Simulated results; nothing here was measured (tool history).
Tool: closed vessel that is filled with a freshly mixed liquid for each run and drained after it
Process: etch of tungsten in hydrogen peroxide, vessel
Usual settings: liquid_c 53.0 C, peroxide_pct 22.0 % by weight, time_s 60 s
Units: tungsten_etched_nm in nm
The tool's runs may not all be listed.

run	day	liquid_c	peroxide_pct	time_s	read-back film thickness of the tungsten reference wafer, read on the same gauge (nm)	tungsten_etched_nm
1	0.000	48.0	22.0	60	59.99	89.88
2	2.838	48.0	22.0	60	60.00	90.28
3	5.221	48.0	22.0	60	60.02	90.03
4	18.188	53.0	22.0	60	60.01	123.56
5	22.575	53.0	17.5	60	60.00	108.16
# day 24.508: new drum of peroxide connected
6	25.388	53.0	17.5	60	60.00	107.46
7	28.638	53.0	17.5	60	60.01	108.59
8	31.996	53.0	22.0	60	60.01	121.78
9	34.067	60.0	27.0	60	60.01	203.17
10	37.696	60.0	27.0	60	60.01	205.79
# day 38.038: gauge calibrated
11	40.400	53.0	17.5	30	60.01	54.41
12	42.725	58.0	16.5	95	59.99	228.13
13	46.625	47.0	27.0	75	59.99	117.71
14	48.571	53.0	22.0	70	60.02	142.91
15	52.779	56.0	16.5	40	59.99	84.26
16	57.121	46.0	22.0	60	60.00	79.57
17	58.942	53.0	22.0	60	60.01	122.28
18	61.958	53.0	22.0	60	60.00	121.72
# day 62.371: peroxide flow meter replaced
19	65.875	53.0	22.0	60	59.99	123.47
20	68.592	47.0	16.5	60	60.01	73.71
# day 68.938: thermometer replaced
# day 69.875: new drum of peroxide connected
21	72.979	48.5	26.5	40	60.00	67.59
22	74.604	53.0	22.0	60	60.01	121.48
23	77.571	53.0	22.0	30	59.98	60.89
24	80.508	53.0	18.0	60	60.01	110.93
25	84.362	53.0	22.0	60	60.02	123.73
26	87.604	53.0	22.0	60	60.00	122.42
27	89.746	61.0	22.0	60	60.00	194.12
28	92.683	53.0	24.5	60	59.99	128.50
29	95.304	59.5	22.0	60	59.99	178.70

Forecast each of these 5 alternatives for the next run:
A	95.333	53.0	22.0	60	?	?
B	95.333	58.0	20.0	60	?	?
C	95.333	60.0	22.0	50	?	?
D	95.333	48.0	26.0	45	?	?
E	95.333	45.0	27.5	70	?	?

run	read-back film thickness of the tungsten reference wafer, read on the same gauge (nm)	tungsten_etched_nm
A	59.99	122.37
B	59.99	156.78
C	59.99	153.84
D	59.99	73.57
E	59.99	97.58
Without the tool's hidden state the same runs would have given:
run	tungsten_etched_nm
A	122.37
B	156.78
C	153.84
D	73.57
E	97.58
